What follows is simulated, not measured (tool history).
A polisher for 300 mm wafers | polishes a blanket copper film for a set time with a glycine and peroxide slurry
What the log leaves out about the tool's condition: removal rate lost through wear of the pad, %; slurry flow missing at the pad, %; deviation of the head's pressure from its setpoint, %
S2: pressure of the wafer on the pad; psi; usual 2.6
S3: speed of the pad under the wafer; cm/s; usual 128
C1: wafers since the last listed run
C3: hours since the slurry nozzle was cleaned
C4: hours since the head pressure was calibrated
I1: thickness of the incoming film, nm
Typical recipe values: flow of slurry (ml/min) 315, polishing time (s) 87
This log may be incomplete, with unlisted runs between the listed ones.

{"run": 1, "day": 0.0, "flow of slurry (ml/min)": 315, "S2": 2.6, "S3": 128, "polishing time (s)": 87, "C1": 0, "wafers polished on this pad": 2180, "C3": 30.9, "C4": 613.2, "I1": 1679.8, "film removed (angstrom)": 5114}
{"day": 0.675, "done": "worn pad replaced by a new one"}
{"run": 2, "day": 1.071, "flow of slurry (ml/min)": 315, "S2": 2.6, "S3": 128, "polishing time (s)": 87, "C1": 213, "wafers polished on this pad": 93, "C3": 56.6, "C4": 638.9, "I1": 1638.3, "film removed (angstrom)": 5096}
{"run": 3, "day": 2.471, "flow of slurry (ml/min)": 315, "S2": 2.6, "S3": 128, "polishing time (s)": 87, "C1": 330, "wafers polished on this pad": 423, "C3": 90.2, "C4": 672.5, "I1": 1629.9, "film removed (angstrom)": 5218}
{"run": 4, "day": 4.312, "flow of slurry (ml/min)": 315, "S2": 2.6, "S3": 128, "polishing time (s)": 87, "C1": 435, "wafers polished on this pad": 859, "C3": 134.4, "C4": 716.7, "I1": 1640.3, "film removed (angstrom)": 5231}
{"day": 4.408, "done": "head pressure recalibrated"}
{"run": 5, "day": 7.104, "flow of slurry (ml/min)": 315, "S2": 2.6, "S3": 128, "polishing time (s)": 87, "C1": 639, "wafers polished on this pad": 1498, "C3": 201.4, "C4": 64.7, "I1": 1637, "film removed (angstrom)": 4666}
{"run": 6, "day": 8.583, "flow of slurry (ml/min)": 345, "S2": 2.6, "S3": 128, "polishing time (s)": 64, "C1": 349, "wafers polished on this pad": 1848, "C3": 236.9, "C4": 100.2, "I1": 1643.1, "film removed (angstrom)": 3443}
{"run": 7, "day": 9.762, "flow of slurry (ml/min)": 345, "S2": 2.6, "S3": 128, "polishing time (s)": 64, "C1": 278, "wafers polished on this pad": 2126, "C3": 265.2, "C4": 128.5, "I1": 1667.1, "film removed (angstrom)": 3426}
{"day": 11.308, "done": "worn pad replaced by a new one"}
{"run": 8, "day": 12.033, "flow of slurry (ml/min)": 315, "S2": 2.6, "S3": 128, "polishing time (s)": 87, "C1": 497, "wafers polished on this pad": 171, "C3": 319.7, "C4": 183, "I1": 1637.9, "film removed (angstrom)": 4628}
{"run": 9, "day": 13.383, "flow of slurry (ml/min)": 315, "S2": 2.6, "S3": 128, "polishing time (s)": 87, "C1": 318, "wafers polished on this pad": 490, "C3": 352.1, "C4": 215.4, "I1": 1657, "film removed (angstrom)": 4714}
{"run": 10, "day": 15.875, "flow of slurry (ml/min)": 315, "S2": 2.6, "S3": 128, "polishing time (s)": 103, "C1": 588, "wafers polished on this pad": 1079, "C3": 411.9, "C4": 275.2, "I1": 1661.2, "film removed (angstrom)": 5670}
{"run": 11, "day": 17.329, "flow of slurry (ml/min)": 315, "S2": 2.6, "S3": 128, "polishing time (s)": 95, "C1": 343, "wafers polished on this pad": 1422, "C3": 446.8, "C4": 310.1, "I1": 1661.4, "film removed (angstrom)": 5167}
{"day": 20.067, "done": "worn pad replaced by a new one"}
{"run": 12, "day": 20.288, "flow of slurry (ml/min)": 315, "S2": 2.6, "S3": 128, "polishing time (s)": 87, "C1": 659, "wafers polished on this pad": 52, "C3": 517.8, "C4": 381.1, "I1": 1668.2, "film removed (angstrom)": 4855}
{"run": 13, "day": 21.742, "flow of slurry (ml/min)": 315, "S2": 2.6, "S3": 128, "polishing time (s)": 87, "C1": 343, "wafers polished on this pad": 396, "C3": 552.7, "C4": 416, "I1": 1663.6, "film removed (angstrom)": 4765}
{"run": 14, "day": 23.662, "flow of slurry (ml/min)": 315, "S2": 2.6, "S3": 86, "polishing time (s)": 102, "C1": 453, "wafers polished on this pad": 849, "C3": 598.8, "C4": 462.1, "I1": 1664.2, "film removed (angstrom)": 4505}
{"run": 15, "day": 25.583, "flow of slurry (ml/min)": 315, "S2": 3.1, "S3": 98, "polishing time (s)": 96, "C1": 453, "wafers polished on this pad": 1303, "C3": 644.9, "C4": 508.2, "I1": 1660.3, "film removed (angstrom)": 5394}
{"run": 16, "day": 26.692, "flow of slurry (ml/min)": 260, "S2": 2, "S3": 108, "polishing time (s)": 87, "C1": 261, "wafers polished on this pad": 1565, "C3": 671.5, "C4": 534.8, "I1": 1643.2, "film removed (angstrom)": 3530}
{"day": 27.017, "done": "slurry nozzle cleaned"}
{"run": 17, "day": 29.525, "flow of slurry (ml/min)": 315, "S2": 2.6, "S3": 158, "polishing time (s)": 74, "C1": 659, "wafers polished on this pad": 2225, "C3": 60.2, "C4": 602.8, "I1": 1657.1, "film removed (angstrom)": 4913}
{"day": 29.946, "done": "worn pad replaced by a new one"}
{"run": 18, "day": 31.988, "flow of slurry (ml/min)": 315, "S2": 3.3, "S3": 128, "polishing time (s)": 87, "C1": 542, "wafers polished on this pad": 482, "C3": 119.3, "C4": 661.9, "I1": 1619.4, "film removed (angstrom)": 6306}
{"day": 34.425, "done": "head pressure recalibrated"}
{"run": 19, "day": 34.446, "flow of slurry (ml/min)": 315, "S2": 2.6, "S3": 94, "polishing time (s)": 87, "C1": 561, "wafers polished on this pad": 1043, "C3": 178.3, "C4": 0.5, "I1": 1615.4, "film removed (angstrom)": 4028}
{"run": 20, "day": 36.788, "flow of slurry (ml/min)": 215, "S2": 2.6, "S3": 128, "polishing time (s)": 87, "C1": 553, "wafers polished on this pad": 1596, "C3": 234.5, "C4": 56.7, "I1": 1658, "film removed (angstrom)": 4678}
{"run": 21, "day": 38.342, "flow of slurry (ml/min)": 345, "S2": 2.6, "S3": 128, "polishing time (s)": 63, "C1": 367, "wafers polished on this pad": 1963, "C3": 271.8, "C4": 94, "I1": 1655.4, "film removed (angstrom)": 3470}
{"day": 40.362, "done": "worn pad replaced by a new one"}
{"run": 22, "day": 41.038, "flow of slurry (ml/min)": 315, "S2": 2.1, "S3": 128, "polishing time (s)": 59, "C1": 597, "wafers polished on this pad": 159, "C3": 336.5, "C4": 158.7, "I1": 1667, "film removed (angstrom)": 2736}
{"run": 23, "day": 42.654, "flow of slurry (ml/min)": 355, "S2": 2.6, "S3": 110, "polishing time (s)": 87, "C1": 381, "wafers polished on this pad": 541, "C3": 375.3, "C4": 197.5, "I1": 1645.8, "film removed (angstrom)": 4420}
{"run": 24, "day": 44.975, "flow of slurry (ml/min)": 315, "S2": 2.6, "S3": 128, "polishing time (s)": 87, "C1": 548, "wafers polished on this pad": 1090, "C3": 431, "C4": 253.2, "I1": 1638.8, "film removed (angstrom)": 4847}
{"run": 25, "day": 47.521, "flow of slurry (ml/min)": 315, "S2": 3.1, "S3": 128, "polishing time (s)": 87, "C1": 601, "wafers polished on this pad": 1691, "C3": 492.1, "C4": 314.3, "I1": 1643.2, "film removed (angstrom)": 5660}
{"run": 26, "day": 49.275, "flow of slurry (ml/min)": 315, "S2": 2.6, "S3": 128, "polishing time (s)": 87, "C1": 414, "wafers polished on this pad": 2105, "C3": 534.2, "C4": 356.4, "I1": 1660.5, "film removed (angstrom)": 4855}

What if the next run were any one of these 3? Each begins from the tool's condition after run 26:
{"run": "A", "day": 49.296, "flow of slurry (ml/min)": 315, "S2": 2.6, "S3": 128, "polishing time (s)": 87, "C1": 4, "wafers polished on this pad": 2110, "C3": 534.7, "C4": 356.9, "I1": 1628.6, "film removed (angstrom)": "?"}
{"run": "B", "day": 49.296, "flow of slurry (ml/min)": 315, "S2": 1.8, "S3": 128, "polishing time (s)": 87, "C1": 4, "wafers polished on this pad": 2110, "C3": 534.7, "C4": 356.9, "I1": 1628.6, "film removed (angstrom)": "?"}
{"run": "C", "day": 49.296, "flow of slurry (ml/min)": 315, "S2": 2.6, "S3": 128, "polishing time (s)": 101, "C1": 4, "wafers polished on this pad": 2110, "C3": 534.7, "C4": 356.9, "I1": 1628.6, "film removed (angstrom)": "?"}

run=A film_removed_(angstrom)=4902
run=B film_removed_(angstrom)=3612
run=C film_removed_(angstrom)=5691
With the hidden condition removed and each run's random variation left untouched, the same runs would have given:
run=A film_removed_(angstrom)=4684
run=B film_removed_(angstrom)=3461
run=C film_removed_(angstrom)=5438
